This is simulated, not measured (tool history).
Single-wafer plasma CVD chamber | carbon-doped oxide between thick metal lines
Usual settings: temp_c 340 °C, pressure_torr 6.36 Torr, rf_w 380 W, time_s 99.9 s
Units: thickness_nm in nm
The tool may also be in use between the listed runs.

| run | day | temp_c | pressure_torr | rf_w | time_s | wafers since the last listed run | hours since the last thermocouple change | hours since the last RF generator calibration | hours since the last manometer calibration | hours since the showerhead was replaced | hours since the gauge calibration | read-back reference wafer on the same gauge, thickness_nm | thickness_nm |
|---|---|---|---|---|---|---|---|---|---|---|---|---|---|
| 1 | 0.000 | 340 | 6.36 | 380 | 99.9 | 0 | 1388.4 | 1361.7 | 1791.4 | 7440.1 | 131.5 | 422.769 | 438.773 |
| 2 | 0.683 | 340 | 6.36 | 380 | 99.9 | 350 | 1404.8 | 1378.1 | 1807.8 | 7456.5 | 147.9 | 422.398 | 439.458 |
| 3 | 1.212 | 340 | 6.36 | 380 | 99.9 | 271 | 1417.5 | 1390.8 | 1820.5 | 7469.2 | 160.6 | 423.042 | 438.893 |
| 4 | 1.662 | 340 | 6.36 | 380 | 99.9 | 230 | 1428.3 | 1401.6 | 1831.3 | 7480.0 | 171.4 | 423.095 | 438.956 |
| 5 | 2.046 | 340 | 6.36 | 380 | 99.9 | 196 | 1437.5 | 1410.8 | 1840.5 | 7489.2 | 180.6 | 422.694 | 440.200 |
| 6 | 2.429 | 340 | 5.14 | 415 | 99.9 | 196 | 1446.7 | 1420.0 | 1849.7 | 7498.4 | 189.8 | 423.042 | 456.972 |
| 7 | 2.717 | 340 | 5.14 | 415 | 99.9 | 147 | 1453.6 | 1426.9 | 1856.6 | 7505.3 | 196.7 | 422.904 | 458.356 |
| 8 | 3.079 | 340 | 5.14 | 415 | 99.9 | 185 | 1462.3 | 1435.6 | 1865.3 | 7514.0 | 205.4 | 423.013 | 458.860 |
| 9 | 3.496 | 340 | 7.41 | 380 | 99.9 | 213 | 1472.3 | 1445.6 | 1875.3 | 7524.0 | 215.4 | 422.924 | 445.783 |
|  | 4.638 | thermocouple changed; heater temperature recalibrated |
| 10 | 4.962 | 340 | 6.36 | 380 | 99.9 | 580 | 7.8 | 1480.8 | 1910.5 | 7559.2 | 250.6 | 422.891 | 440.174 |
|  | 5.508 | RF generator calibrated |
| 11 | 5.529 | 340 | 6.36 | 380 | 99.9 | 119 | 21.4 | 0.5 | 1924.1 | 7572.8 | 264.2 | 423.061 | 464.029 |
| 12 | 5.817 | 340 | 6.36 | 380 | 99.9 | 147 | 28.3 | 7.4 | 1931.0 | 7579.7 | 271.1 | 423.066 | 462.099 |
| 13 | 6.529 | 340 | 6.36 | 380 | 99.9 | 364 | 45.4 | 24.5 | 1948.1 | 7596.8 | 288.2 | 422.894 | 461.296 |
| 14 | 7.129 | 340 | 6.36 | 380 | 99.9 | 307 | 59.8 | 38.9 | 1962.5 | 7611.2 | 302.6 | 422.827 | 462.842 |
| 15 | 7.829 | 340 | 5.53 | 360 | 81.5 | 358 | 76.6 | 55.7 | 1979.3 | 7628.0 | 319.4 | 423.206 | 356.060 |
| 16 | 8.562 | 329 | 5.31 | 380 | 92.7 | 375 | 94.2 | 73.3 | 1996.9 | 7645.6 | 337.0 | 422.829 | 430.014 |
| 17 | 8.921 | 345 | 7.04 | 380 | 90.2 | 183 | 102.8 | 81.9 | 2005.5 | 7654.2 | 345.6 | 423.261 | 413.221 |
|  | 9.575 | capacitance manometer re-zeroed and calibrated |
| 18 | 9.596 | 327 | 6.36 | 450 | 113.6 | 175 | 119.0 | 98.1 | 0.5 | 7670.4 | 361.8 | 423.191 | 611.919 |
| 19 | 9.608 | 345 | 7.78 | 340 | 107.0 | 1 | 119.3 | 98.4 | 0.8 | 7670.7 | 362.1 | 423.427 | 452.511 |
|  | 9.933 | showerhead replaced |
| 20 | 9.996 | 326 | 6.36 | 380 | 114.8 | 32 | 128.6 | 107.7 | 10.1 | 1.5 | 371.4 | 422.727 | 545.566 |
|  | 10.100 | gauge calibrated |
| 21 | 10.708 | 340 | 6.36 | 380 | 99.9 | 364 | 145.7 | 124.8 | 27.2 | 18.6 | 14.6 | 422.990 | 458.981 |

Run 22 comes next. What will it give?
| 22 | 11.025 | 340 | 6.36 | 380 | 99.9 | 162 | 153.3 | 132.4 | 34.8 | 26.2 | 22.2 | ? | ? |

read-back reference wafer on the same gauge, thickness_nm: 422.893
thickness_nm: 456.723 nm
Without the tool's hidden state the same run would have given thickness_nm 468.014 nm.
